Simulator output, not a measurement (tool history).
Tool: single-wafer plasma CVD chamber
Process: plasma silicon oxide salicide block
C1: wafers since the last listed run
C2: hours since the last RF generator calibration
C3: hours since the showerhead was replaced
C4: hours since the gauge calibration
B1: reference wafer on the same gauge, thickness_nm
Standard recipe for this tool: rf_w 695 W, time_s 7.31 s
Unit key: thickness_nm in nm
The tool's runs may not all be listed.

run 1 hour=0.0 | rf_w=695 time_s=7.31 | C1=0 C2=626.8 C3=3732.4 C4=561.9 | B1=82.331 | thickness_nm=74.574
run 2 hour=53.2 | rf_w=695 time_s=7.31 | C1=1324 C2=680.0 C3=3785.6 C4=615.1 | B1=82.429 | thickness_nm=74.803
run 3 hour=102.0 | rf_w=695 time_s=7.31 | C1=1215 C2=728.8 C3=3834.4 C4=663.9 | B1=82.462 | thickness_nm=74.451
run 4 hour=160.8 | rf_w=695 time_s=7.31 | C1=1464 C2=787.6 C3=3893.2 C4=722.7 | B1=82.440 | thickness_nm=75.050
run 5 hour=193.8 | rf_w=775 time_s=7.31 | C1=821 C2=820.6 C3=3926.2 C4=755.7 | B1=82.560 | thickness_nm=77.820
run 6 hour=225.5 | rf_w=775 time_s=7.31 | C1=789 C2=852.3 C3=3957.9 C4=787.4 | B1=82.692 | thickness_nm=77.685
run 7 hour=285.5 | rf_w=695 time_s=7.31 | C1=1493 C2=912.3 C3=4017.9 C4=847.4 | B1=82.689 | thickness_nm=74.947
run 8 hour=427.0 | rf_w=695 time_s=7.31 | C1=3523 C2=1053.8 C3=4159.4 C4=988.9 | B1=82.796 | thickness_nm=75.412
run 9 hour=475.5 | rf_w=695 time_s=7.31 | C1=1207 C2=1102.3 C3=4207.9 C4=1037.4 | B1=83.007 | thickness_nm=75.369
run 10 hour=524.8 | rf_w=695 time_s=7.31 | C1=1227 C2=1151.6 C3=4257.2 C4=1086.7 | B1=83.057 | thickness_nm=75.370
run 11 hour=592.5 | rf_w=695 time_s=7.31 | C1=1685 C2=1219.3 C3=4324.9 C4=1154.4 | B1=83.104 | thickness_nm=75.566
run 12 hour=640.1 | rf_w=695 time_s=7.31 | C1=1185 C2=1266.9 C3=4372.5 C4=1202.0 | B1=83.150 | thickness_nm=75.821
run 13 hour=710.4 | rf_w=695 time_s=7.31 | C1=1750 C2=1337.2 C3=4442.8 C4=1272.3 | B1=83.296 | thickness_nm=75.918
run 14 hour=760.5 | rf_w=695 time_s=7.31 | C1=1247 C2=1387.3 C3=4492.9 C4=1322.4 | B1=83.489 | thickness_nm=75.645
run 15 hour=788.1 | rf_w=625 time_s=7.31 | C1=687 C2=1414.9 C3=4520.5 C4=1350.0 | B1=83.455 | thickness_nm=73.371
run 16 hour=887.3 | rf_w=625 time_s=7.31 | C1=2469 C2=1514.1 C3=4619.7 C4=1449.2 | B1=83.670 | thickness_nm=73.085
run 17 hour=914.3 | rf_w=625 time_s=7.31 | C1=672 C2=1541.1 C3=4646.7 C4=1476.2 | B1=83.753 | thickness_nm=73.542
run 18 hour=946.4 | rf_w=635 time_s=8.25 | C1=799 C2=1573.2 C3=4678.8 C4=1508.3 | B1=83.657 | thickness_nm=83.818
run 19 hour=1051.9 | rf_w=635 time_s=8.25 | C1=2626 C2=1678.7 C3=4784.3 C4=1613.8 | B1=83.997 | thickness_nm=83.380
run 20 hour=1093.3 | rf_w=695 time_s=6.43 | C1=1030 C2=1720.1 C3=4825.7 C4=1655.2 | B1=84.029 | thickness_nm=67.253
run 21 hour=1140.6 | rf_w=695 time_s=7.31 | C1=1177 C2=1767.4 C3=4873.0 C4=1702.5 | B1=84.170 | thickness_nm=76.409
run 22 hour=1204.1 | rf_w=695 time_s=7.31 | C1=1581 C2=1830.9 C3=4936.5 C4=1766.0 | B1=84.429 | thickness_nm=76.349
run 23 hour=1274.5 | rf_w=830 time_s=5.92 | C1=1752 C2=1901.3 C3=5006.9 C4=1836.4 | B1=84.580 | thickness_nm=65.294
run 24 hour=1339.6 | rf_w=820 time_s=6.69 | C1=1620 C2=1966.4 C3=5072.0 C4=1901.5 | B1=84.632 | thickness_nm=74.188
-- hour=1345.1 gauge calibrated
run 25 hour=1392.4 | rf_w=570 time_s=7.86 | C1=1314 C2=2019.2 C3=5124.8 C4=47.3 | B1=82.973 | thickness_nm=76.497
run 26 hour=1464.2 | rf_w=815 time_s=8.08 | C1=1787 C2=2091.0 C3=5196.6 C4=119.1 | B1=82.928 | thickness_nm=86.839
-- hour=1475.7 RF generator calibrated
run 27 hour=1520.2 | rf_w=640 time_s=8.53 | C1=1195 C2=44.5 C3=5252.6 C4=175.1 | B1=82.861 | thickness_nm=85.777
run 28 hour=1581.9 | rf_w=695 time_s=7.31 | C1=1536 C2=106.2 C3=5314.3 C4=236.8 | B1=82.992 | thickness_nm=75.317
run 29 hour=1618.6 | rf_w=695 time_s=7.31 | C1=913 C2=142.9 C3=5351.0 C4=273.5 | B1=83.108 | thickness_nm=75.454
run 30 hour=1644.0 | rf_w=695 time_s=7.31 | C1=632 C2=168.3 C3=5376.4 C4=298.9 | B1=83.079 | thickness_nm=75.559
run 31 hour=1675.1 | rf_w=805 time_s=6.00 | C1=774 C2=199.4 C3=5407.5 C4=330.0 | B1=82.931 | thickness_nm=64.464
run 32 hour=1716.6 | rf_w=760 time_s=7.31 | C1=1033 C2=240.9 C3=5449.0 C4=371.5 | B1=83.079 | thickness_nm=77.582
run 33 hour=1760.1 | rf_w=695 time_s=6.72 | C1=1083 C2=284.4 C3=5492.5 C4=415.0 | B1=83.008 | thickness_nm=69.011
run 34 hour=1825.0 | rf_w=695 time_s=8.55 | C1=1615 C2=349.3 C3=5557.4 C4=479.9 | B1=83.076 | thickness_nm=87.951
run 35 hour=1853.3 | rf_w=605 time_s=8.50 | C1=704 C2=377.6 C3=5585.7 C4=508.2 | B1=83.197 | thickness_nm=84.285
run 36 hour=1884.7 | rf_w=735 time_s=8.73 | C1=781 C2=409.0 C3=5617.1 C4=539.6 | B1=83.117 | thickness_nm=91.973
run 37 hour=1940.0 | rf_w=605 time_s=5.88 | C1=1376 C2=464.3 C3=5672.4 C4=594.9 | B1=83.118 | thickness_nm=58.151
run 38 hour=2006.2 | rf_w=565 time_s=8.26 | C1=1648 C2=530.5 C3=5738.6 C4=661.1 | B1=83.183 | thickness_nm=80.386
-- hour=2033.5 showerhead replaced
run 39 hour=2060.9 | rf_w=615 time_s=6.65 | C1=1162 C2=585.2 C3=27.4 C4=715.8 | B1=83.408 | thickness_nm=66.506
run 40 hour=2128.2 | rf_w=820 time_s=8.00 | C1=1675 C2=652.5 C3=94.7 C4=783.1 | B1=83.359 | thickness_nm=87.220
run 41 hour=2343.8 | rf_w=695 time_s=7.31 | C1=5368 C2=868.1 C3=310.3 C4=998.7 | B1=83.663 | thickness_nm=76.172
run 42 hour=2380.3 | rf_w=585 time_s=6.08 | C1=908 C2=904.6 C3=346.8 C4=1035.2 | B1=83.751 | thickness_nm=59.850
run 43 hour=2448.1 | rf_w=695 time_s=7.31 | C1=1688 C2=972.4 C3=414.6 C4=1103.0 | B1=83.932 | thickness_nm=75.982
run 44 hour=2548.0 | rf_w=830 time_s=6.17 | C1=2487 C2=1072.3 C3=514.5 C4=1202.9 | B1=83.998 | thickness_nm=67.477
run 45 hour=2608.6 | rf_w=695 time_s=8.48 | C1=1508 C2=1132.9 C3=575.1 C4=1263.5 | B1=84.055 | thickness_nm=88.791

3 ways to go on from here, each from the tool as it stands after run 45. What would each give?
run A hour=2609.0 | rf_w=555 time_s=7.31 | C1=9 C2=1133.3 C3=575.5 C4=1263.9 | B1=? | thickness_nm=?
run B hour=2609.0 | rf_w=730 time_s=6.63 | C1=9 C2=1133.3 C3=575.5 C4=1263.9 | B1=? | thickness_nm=?
run C hour=2609.0 | rf_w=565 time_s=6.65 | C1=9 C2=1133.3 C3=575.5 C4=1263.9 | B1=? | thickness_nm=?

run=A B1=84.008 thickness_nm=71.424
run=B B1=84.008 thickness_nm=70.329
run=C B1=84.008 thickness_nm=65.324
With no hidden state in the tool, these same runs would have given:
run=A thickness_nm=70.275
run=B thickness_nm=69.197
run=C thickness_nm=64.273
